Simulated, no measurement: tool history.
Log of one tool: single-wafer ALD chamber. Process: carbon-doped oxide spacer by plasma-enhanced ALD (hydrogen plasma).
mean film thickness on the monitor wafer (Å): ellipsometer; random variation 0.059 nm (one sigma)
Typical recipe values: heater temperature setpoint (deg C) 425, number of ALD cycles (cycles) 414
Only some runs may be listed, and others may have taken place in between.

run    hour  heater temperature setpoint (deg C)  number of ALD cycles (cycles)  wafers since the last listed run  hours since the last thermocouple change  hours since the gauge calibration  read-back reference wafer on the same gauge, thickness_nm  mean film thickness on the monitor wafer (Å)
  1     0.0                                  436                            414                                 0                                     460.3                              436.5                                                     22.905                                        187.57
  2    18.2                                  425                            414                                18                                     478.5                              454.7                                                     22.898                                        193.38
  3    52.0                                  425                            414                                33                                     512.3                              488.5                                                     22.908                                        193.15
  4    71.7                                  432                            414                                19                                     532.0                              508.2                                                     22.916                                        188.45
  5    86.8                                  432                            414                                15                                     547.1                              523.3                                                     22.881                                        189.40
  6    99.6                                  425                            444                                12                                     559.9                              536.1                                                     22.908                                        208.57
  7   123.9                                  425                            444                                24                                     584.2                              560.4                                                     22.903                                        206.52
  8   140.7                                  425                            414                                16                                     601.0                              577.2                                                     22.904                                        192.87
  9   164.3                                  425                            414                                23                                     624.6                              600.8                                                     22.902                                        193.03
 10   185.9                                  425                            414                                21                                     646.2                              622.4                                                     22.922                                        193.52
 11   217.9                                  425                            437                                32                                     678.2                              654.4                                                     22.910                                        203.20
 12   249.6                                  425                            414                                31                                     709.9                              686.1                                                     22.897                                        193.11
 13   275.5                                  425                            414                                25                                     735.8                              712.0                                                     22.873                                        192.62
 14   305.7                                  425                            414                                30                                     766.0                              742.2                                                     22.908                                        192.51
 15   325.9                                  425                            414                                20                                     786.2                              762.4                                                     22.907                                        192.97
 16   340.8                                  425                            414                                14                                     801.1                              777.3                                                     22.907                                        192.67
 17   356.0                                  425                            414                                15                                     816.3                              792.5                                                     22.908                                        193.21
 18   380.9                                  425                            414                                24                                     841.2                              817.4                                                     22.880                                        193.67
 19   403.2                                  425                            476                                22                                     863.5                              839.7                                                     22.903                                        221.17
 20   420.7                                  425                            414                                17                                     881.0                              857.2                                                     22.894                                        192.11
 21   453.8                                  425                            460                                33                                     914.1                              890.3                                                     22.924                                        213.71
 22   472.8                                  425                            362                                19                                     933.1                              909.3                                                     22.905                                        168.12
 23   489.7                                  425                            362                                16                                     950.0                              926.2                                                     22.901                                        169.11
 24   504.0                                  414                            438                                14                                     964.3                              940.5                                                     22.937                                        210.18
 25   520.2                                  425                            414                                16                                     980.5                              956.7                                                     22.891                                        193.27
 26   537.0                                  413                            389                                16                                     997.3                              973.5                                                     22.911                                        186.24
 27   561.9                                  413                            451                                24                                    1022.2                              998.4                                                     22.878                                        217.49
      637.6  -- gauge calibrated
 28   647.6                                  417                            375                                85                                    1107.9                               10.0                                                     22.906                                        178.99
 29   746.2                                  425                            414                                98                                    1206.5                              108.6                                                     22.908                                        192.23
 30   767.0                                  425                            414                                20                                    1227.3                              129.4                                                     22.893                                        192.28
 31   790.8                                  414                            479                                23                                    1251.1                              153.2                                                     22.886                                        229.28
 32   815.1                                  425                            341                                24                                    1275.4                              177.5                                                     22.887                                        158.61
 33   835.7                                  425                            414                                20                                    1296.0                              198.1                                                     22.874                                        193.09
 34   866.5                                  425                            364                                30                                    1326.8                              228.9                                                     22.896                                        169.60
      875.8  -- thermocouple changed; heater temperature recalibrated
 35   885.7                                  429                            362                                11                                       9.9                              248.1                                                     22.908                                        168.95
 36   908.7                                  437                            483                                23                                      32.9                              271.1                                                     22.872                                        220.91
 37   941.6                                  425                            414                                32                                      65.8                              304.0                                                     22.940                                        194.36
 38   974.1                                  437                            366                                32                                      98.3                              336.5                                                     22.899                                        165.25
 39   993.1                                  414                            451                                19                                     117.3                              355.5                                                     22.927                                        218.71
 40  1026.5                                  438                            475                                33                                     150.7                              388.9                                                     22.903                                        214.34
 41  1055.3                                  433                            496                                28                                     179.5                              417.7                                                     22.910                                        227.38
 42  1072.2                                  437                            376                                16                                     196.4                              434.6                                                     22.907                                        169.19
 43  1086.9                                  413                            459                                14                                     211.1                              449.3                                                     22.879                                        221.92
 44  1105.1                                  436                            335                                18                                     229.3                              467.5                                                     22.910                                        152.04
 45  1125.7                                  425                            414                                20                                     249.9                              488.1                                                     22.860                                        194.27
 46  1152.4                                  425                            392                                26                                     276.6                              514.8                                                     22.923                                        182.46

Forecast each of these 4 alternatives for the next run:
  A  1153.4                                  425                            414                                 1                                     277.6                              515.8                                                          ?                                             ?
  B  1153.4                                  425                            457                                 1                                     277.6                              515.8                                                          ?                                             ?
  C  1153.4                                  431                            414                                 1                                     277.6                              515.8                                                          ?                                             ?
  D  1153.4                                  425                            381                                 1                                     277.6                              515.8                                                          ?                                             ?

run  read-back reference wafer on the same gauge, thickness_nm  mean film thickness on the monitor wafer (Å)
  A                                                     22.899                                        192.35
  B                                                     22.899                                        212.33
  C                                                     22.899                                        189.03
  D                                                     22.899                                        177.02
Without the tool's unlogged condition, the same runs would have read:
run  mean film thickness on the monitor wafer (Å)
  A                                        194.22
  B                                        214.40
  C                                        190.90
  D                                        178.74

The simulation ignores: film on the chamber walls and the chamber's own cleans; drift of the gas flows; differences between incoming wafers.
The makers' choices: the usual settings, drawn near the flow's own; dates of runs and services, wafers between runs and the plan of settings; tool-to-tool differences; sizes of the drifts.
